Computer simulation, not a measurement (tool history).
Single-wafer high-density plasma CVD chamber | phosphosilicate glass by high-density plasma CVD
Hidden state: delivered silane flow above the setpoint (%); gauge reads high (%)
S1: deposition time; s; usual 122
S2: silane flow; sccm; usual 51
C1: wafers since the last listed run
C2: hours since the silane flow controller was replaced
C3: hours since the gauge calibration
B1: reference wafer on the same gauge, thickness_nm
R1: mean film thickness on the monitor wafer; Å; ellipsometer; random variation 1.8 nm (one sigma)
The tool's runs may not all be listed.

run	hour	S1	S2	C1	C2	C3	B1	R1
1	0.0	122	51	0	3210.4	364.7	543.187	6154.59
2	20.1	122	45	205	3230.5	384.8	543.109	5620.21
3	43.8	122	45	242	3254.2	408.5	542.784	5616.02
4	64.0	122	51	206	3274.4	428.7	543.036	6142.48
5	99.8	122	51	365	3310.2	464.5	542.994	6143.08
6	114.8	122	51	153	3325.2	479.5	542.784	6171.34
7	147.6	122	51	335	3358.0	512.3	543.062	6158.88
8	236.5	122	51	908	3446.9	601.2	543.336	6135.64
9	254.8	122	51	187	3465.2	619.5	542.904	6166.55
10	332.9	107	51	798	3543.3	697.6	542.909	5410.72
11	351.3	135	51	188	3561.7	716.0	542.915	6782.03
# hour 411.5: silane flow controller replaced
# hour 450.3: gauge calibrated
12	454.4	122	51	971	42.9	4.1	543.064	6185.65
13	476.1	122	51	221	64.6	25.8	542.772	6168.06
14	499.2	113	45	236	87.7	48.9	542.791	5172.66
15	519.8	113	45	210	108.3	69.5	542.983	5210.32
16	533.4	113	45	139	121.9	83.1	542.881	5217.62
17	556.9	116	51	240	145.4	106.6	542.940	5863.54
18	571.3	122	51	147	159.8	121.0	543.088	6138.60
19	592.7	122	45	218	181.2	142.4	543.243	5626.65
20	624.5	122	51	325	213.0	174.2	542.773	6165.89
21	636.7	122	57	124	225.2	186.4	542.973	6682.53
22	651.4	122	51	150	239.9	201.1	543.276	6168.99
23	673.1	122	61	221	261.6	222.8	542.947	7052.15
24	691.8	104	59	191	280.3	241.5	543.156	5881.02
25	723.6	102	51	325	312.1	273.3	542.632	5151.28
26	737.9	105	59	146	326.4	287.6	543.194	5910.63
27	767.1	132	51	298	355.6	316.8	543.035	6673.08
28	781.4	122	51	146	369.9	331.1	543.050	6189.51
29	795.4	137	51	143	383.9	345.1	543.092	6914.09
30	829.6	122	51	349	418.1	379.3	543.240	6194.07
31	844.9	129	56	156	433.4	394.6	543.216	7008.82
32	944.1	104	51	1013	532.6	493.8	543.121	5277.09
33	966.5	137	55	228	555.0	516.2	543.100	7322.79

What the log doesn't show, run by run:
delivered silane flow above the setpoint (%): 0 in every run
gauge reads high (%): 0 in every run

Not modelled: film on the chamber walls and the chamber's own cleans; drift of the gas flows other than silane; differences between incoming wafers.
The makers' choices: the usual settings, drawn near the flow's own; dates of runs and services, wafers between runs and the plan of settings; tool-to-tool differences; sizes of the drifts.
